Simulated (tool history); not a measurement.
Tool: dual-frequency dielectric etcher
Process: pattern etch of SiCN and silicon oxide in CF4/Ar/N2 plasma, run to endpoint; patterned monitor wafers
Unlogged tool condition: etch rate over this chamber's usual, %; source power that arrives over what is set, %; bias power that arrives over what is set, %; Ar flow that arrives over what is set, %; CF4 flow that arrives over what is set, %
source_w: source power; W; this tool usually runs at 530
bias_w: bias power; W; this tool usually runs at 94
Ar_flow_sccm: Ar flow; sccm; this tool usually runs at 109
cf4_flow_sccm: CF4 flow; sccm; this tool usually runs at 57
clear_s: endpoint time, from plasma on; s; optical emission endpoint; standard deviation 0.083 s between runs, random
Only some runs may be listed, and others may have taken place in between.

run,hour,source_w,bias_w,Ar_flow_sccm,cf4_flow_sccm,wafers since the last listed run,hours since the last wet clean,hours since the last source power generator calibration,hours since the last bias power generator calibration,hours since the last Ar flow controller change,hours since the last CF4 flow controller change,hours since the last upper electrode change,"incoming incoming film thickness, nm",clear_s
1,0,440,94,109,57,0,22.6,4121.8,3013.3,4782.4,5526.1,2440.3,17.41,20
2,41.7,440,94,109,57,479,64.3,4163.5,3055,4824.1,5567.8,2482,17.55,20.4
3,114.6,440,94,109,57,837,137.2,4236.4,3127.9,4897,5640.7,2554.9,17.39,20.1
4,151.1,530,94,109,57,419,173.7,4272.9,3164.4,4933.5,5677.2,2591.4,17.35,17.2
5,196.4,530,94,109,57,520,219,4318.2,3209.7,4978.8,5722.5,2636.7,17.54,17.5
6,252.6,530,94,109,57,645,275.2,4374.4,3265.9,5035,5778.7,2692.9,17.37,17.5
# hour 261.5: source power generator calibrated
7,279.2,530,94,109,57,259,301.8,17.7,3292.5,5061.6,5805.3,2719.5,17.45,17.5
# hour 310.6: CF4 flow controller replaced
# hour 315.4: bias power generator calibrated
8,342.7,530,94,109,57,614,365.3,81.2,27.3,5125.1,32.1,2783,17.3,17.5
# hour 391.6: upper electrode replaced
9,392.1,650,94,132,57,291,414.7,130.6,76.7,5174.5,81.5,0.5,17.38,15.4
10,426.1,530,94,131,57,390,448.7,164.6,110.7,5208.5,115.5,34.5,17.29,18.1
11,487.4,530,94,96,57,704,510,225.9,172,5269.8,176.8,95.8,17.33,17.4
# hour 493.9: Ar flow controller replaced
12,536.8,490,87,109,57,498,559.4,275.3,221.4,42.9,226.2,145.2,17.42,19.5
# hour 562.5: wet clean of the chamber
13,608.4,630,94,109,57,547,45.9,346.9,293,114.5,297.8,216.8,17.15,14.7
14,636.6,530,94,96,57,324,74.1,375.1,321.2,142.7,326,245,17.48,17.1
15,665.7,530,94,102,57,334,103.2,404.2,350.3,171.8,355.1,274.1,17.36,17.2
16,710.3,530,94,109,57,512,147.8,448.8,394.9,216.4,399.7,318.7,17.56,17.7

A few steps of clear_s between consecutive runs. Split each: what settings, incoming material and random variation would produce without the hidden state, and what is left over for the hidden state, along with gauge scatter present in only one of the two compared results (measured, and without hidden state):
Run 12 -> 13: source_w 490 -> 630, bias_w 87 -> 94, wet clean of the chamber. clear_s -4.8 s: hidden state -0.6, all else -4.2.
